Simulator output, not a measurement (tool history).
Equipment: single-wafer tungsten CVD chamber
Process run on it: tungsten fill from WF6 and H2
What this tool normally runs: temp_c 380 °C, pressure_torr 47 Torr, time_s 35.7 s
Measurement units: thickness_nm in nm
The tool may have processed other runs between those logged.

run	day	temp_c	pressure_torr	time_s	read-back reference wafer on the same gauge, thickness_nm	thickness_nm
1	0	380	47	35.7	72.132	81.349
# day 1.292: thermocouple changed; heater temperature recalibrated
2	2.354	380	47	35.7	72.121	80.914
3	4.992	380	47	35.7	72.227	80.444
4	6.812	373	47	35.7	72.147	68.255
5	9.071	380	54.9	35.7	72.168	85.612
6	13.308	380	47	32.8	72.214	73.62
7	14.904	380	47	32.8	72.068	73.609
8	18.821	380	47	32.8	72.222	73.372
9	23.1	380	47	35.7	72.124	80.85
10	24.958	380	47	35.7	72.381	80.276
11	29.4	374	47	35.7	72.137	69.662
12	33.2	374	47	35.7	72.154	69.525
13	35.642	372	47	35.7	72.197	65.678
14	37.946	380	40.1	35.7	72.125	75.135
# day 39.967: capacitance manometer re-zeroed and calibrated
15	39.988	370	37.2	41.5	72.209	69.411
# day 42.283: gauge calibrated
16	44.096	385	39.4	28.8	72.144	69.662
17	47.092	380	41	35.7	72.218	78.01
# day 49.892: thermocouple changed; heater temperature recalibrated
18	50.275	380	53.9	38	72.224	92.912
19	53.954	372	47	29.3	72.375	56.268
20	57.412	380	47	33.2	72.117	76.674
21	61.846	380	37.3	40.9	72.233	87.103
# day 63.092: showerhead replaced
22	70.046	380	47	32.8	72.162	74.976
23	73.75	380	55.7	35.7	72.138	87.827
24	76.742	380	47	31.4	72.15	72.27
25	78.871	394	56.1	39.7	72.129	132.346
26	81.379	373	42.8	32	72.317	60.353
27	85.229	380	47	35.7	72.113	82.018
28	88.396	367	50.9	29.2	72.032	50.735

Below are 5 alternative next runs, each starting from the tool's condition after run 28. Predict each:
A	88.412	380	47	35.7	?	?
B	88.412	380	47	31.8	?	?
C	88.412	388	55.8	31.6	?	?
D	88.412	380	47	29.3	?	?
E	88.412	384	52.7	33	?	?

run	read-back reference wafer on the same gauge, thickness_nm	thickness_nm
A	72.176	81.747
B	72.176	72.785
C	72.176	92.658
D	72.176	67.041
E	72.176	86.528
What these runs would have given with no unlogged condition in the tool:
run	thickness_nm
A	82.47
B	73.429
C	93.456
D	67.634
E	87.281
